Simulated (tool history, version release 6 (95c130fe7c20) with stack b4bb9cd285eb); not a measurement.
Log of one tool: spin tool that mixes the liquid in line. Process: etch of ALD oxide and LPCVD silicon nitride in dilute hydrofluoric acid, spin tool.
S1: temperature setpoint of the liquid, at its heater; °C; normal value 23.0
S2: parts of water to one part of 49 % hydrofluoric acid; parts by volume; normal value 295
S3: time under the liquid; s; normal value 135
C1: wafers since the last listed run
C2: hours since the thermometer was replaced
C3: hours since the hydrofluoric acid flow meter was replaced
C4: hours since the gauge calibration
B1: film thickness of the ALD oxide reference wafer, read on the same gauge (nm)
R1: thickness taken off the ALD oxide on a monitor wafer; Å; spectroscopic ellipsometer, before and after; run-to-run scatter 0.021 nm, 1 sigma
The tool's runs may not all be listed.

run    hour    S1   S2   S3    C1      C2      C3     C4      B1    R1
  1     0.0  22.0  295  110     0  1733.7  1041.8  120.1  150.01  44.2
  2   105.3  22.0  295  110   822  1839.0  1147.1  225.4  150.01  44.4
  3   204.7  22.0  295  110   776  1938.4  1246.5  324.8  150.01  44.6
  4   283.7  23.0  375  135   616  2017.4  1325.5  403.8  150.00  41.6
  5   354.8  23.0  375  135   555  2088.5  1396.6  474.9  150.01  41.4
  6   455.5  23.0  375  135   786  2189.2  1497.3  575.6  149.99  42.0
  7   503.4  20.0  295  135   374  2237.1  1545.2  623.5  150.00  51.4
      643.4  -- thermometer replaced
  8   708.7  23.0  255  115  1595    65.3  1750.5  828.8  149.98  58.5
      725.7  -- gauge calibrated
  9   797.9  23.0  295  135   696   154.5  1839.7   72.2  150.01  57.7
      836.6  -- hydrofluoric acid flow meter replaced
 10   896.9  23.0  375  135   765   253.5    60.3  171.2  150.00  43.6
 11   960.6  23.0  295  135   497   317.2   124.0  234.9  150.02  59.6
 12  1047.2  26.0  295  135   676   403.8   210.6  321.5  149.99  66.6
 13  1095.1  19.0  415  200   374   451.7   258.5  369.4  150.01  49.8
 14  1154.6  23.0  195  135   464   511.2   318.0  428.9  150.00  99.1
     1169.7  -- hydrofluoric acid flow meter replaced, repeated, since the last time left the tool worse
 15  1246.9  23.0  385  135   712   603.5    77.2  521.2  150.00  39.0
 16  1302.6  27.0  365   60   434   659.2   132.9  576.9  149.99  21.2
 17  1390.1  26.5  235   70   683   746.7   220.4  664.4  150.01  43.4

Alternative continuations, all from the tool just after run 17; predict every row:
  A  1390.6  23.0  295  165   3  747.2  220.9  664.9   ?   ?
  B  1390.6  20.5  400  205   3  747.2  220.9  664.9   ?   ?
  C  1390.6  23.0  225  205   3  747.2  220.9  664.9   ?   ?
  D  1390.6  23.0  200  105   3  747.2  220.9  664.9   ?   ?

run      B1     R1
  A  150.01   68.1
  B  150.01   52.1
  C  150.01  118.9
  D  150.01   70.3
Had the tool no hidden state, the same runs would have come out as:
run     R1
  A   67.7
  B   51.8
  C  118.2
  D   69.9

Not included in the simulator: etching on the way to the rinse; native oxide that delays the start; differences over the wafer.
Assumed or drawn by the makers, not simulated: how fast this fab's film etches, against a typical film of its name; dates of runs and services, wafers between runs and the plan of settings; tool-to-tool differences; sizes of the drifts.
